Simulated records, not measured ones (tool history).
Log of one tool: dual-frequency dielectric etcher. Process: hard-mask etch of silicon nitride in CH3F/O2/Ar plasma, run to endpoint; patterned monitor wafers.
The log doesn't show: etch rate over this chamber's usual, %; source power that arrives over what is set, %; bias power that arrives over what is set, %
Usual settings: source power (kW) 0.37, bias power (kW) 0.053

run   hour  source power (kW)  bias power (kW)  wafers since the last listed run  hours since the last wet clean  hours since the last source power generator calibration  hours since the last bias power generator calibration  hours since the last upper electrode change  incoming incoming film thickness, nm  endpoint time (s)
  1      0               0.37            0.053                                 0                           186.7                                                   1137.1                                                 2106.9                                       5548.2                                 38.01               66.9
  2    6.3               0.37            0.053                                78                             193                                                   1143.4                                                 2113.2                                       5554.5                                 37.86               66.7
  3   13.3               0.37            0.053                                87                             200                                                   1150.4                                                 2120.2                                       5561.5                                 38.17               67.5
  4   29.2               0.37            0.053                               198                           215.9                                                   1166.3                                                 2136.1                                       5577.4                                 37.87               67.1
  5   43.9               0.37            0.053                               183                           230.6                                                     1181                                                 2150.8                                       5592.1                                 37.79               66.8
  6   58.8               0.37            0.053                               185                           245.5                                                   1195.9                                                 2165.7                                         5607                                 37.98               67.6
  7   73.3               0.37            0.043                               180                             260                                                   1210.4                                                 2180.2                                       5621.5                                 37.87               71.2
  8   88.5               0.37            0.053                               189                           275.2                                                   1225.6                                                 2195.4                                       5636.7                                 38.18               67.7
     115.5  -- upper electrode replaced
  9    116               0.37            0.053                                43                           302.7                                                   1253.1                                                 2222.9                                          0.5                                 38.11               67.8
 10  116.3               0.37            0.053                                 3                             303                                                   1253.4                                                 2223.2                                          0.8                                 37.75               67.2
 11  116.7               0.37            0.053                                 4                           303.4                                                   1253.8                                                 2223.6                                          1.2                                  38.1               67.7
     141.5  -- wet clean of the chamber
 12    142               0.37            0.053                                16                             0.5                                                   1279.1                                                 2248.9                                         26.5                                 37.85               65.4
 13  142.3               0.37             0.06                                 3                             0.8                                                   1279.4                                                 2249.2                                         26.8                                 37.88                 63
 14  144.9               0.44            0.062                                32                             3.4                                                     1282                                                 2251.8                                         29.4                                 38.05               58.5
 15  160.2               0.34            0.053                               190                            18.7                                                   1297.3                                                 2267.1                                         44.7                                 38.09               68.1
 16  169.6               0.37            0.053                               117                            28.1                                                   1306.7                                                 2276.5                                         54.1                                 38.05               65.8
 17  184.3               0.37            0.053                               183                            42.8                                                   1321.4                                                 2291.2                                         68.8                                 37.81               65.7
     195.2  -- bias power generator calibrated
 18  196.3               0.37            0.053                                99                            54.8                                                   1333.4                                                    1.1                                         80.8                                 37.99                 66
 19  204.3               0.37            0.047                                99                            62.8                                                   1341.4                                                    9.1                                         88.8                                 37.83               68.4
 20  220.6               0.37            0.045                               203                            79.1                                                   1357.7                                                   25.4                                        105.1                                 37.93               69.2

The next listed run, before its measurement:
       227  -- source power generator calibrated
 21  236.2               0.32            0.061                               144                            94.7                                                      9.2                                                     41                                        120.7                                 37.92                  ?

{"run 21": {"endpoint time (s)": 67.3}}
Without the tool's hidden state the same run would have given endpoint time (s) 66.7.
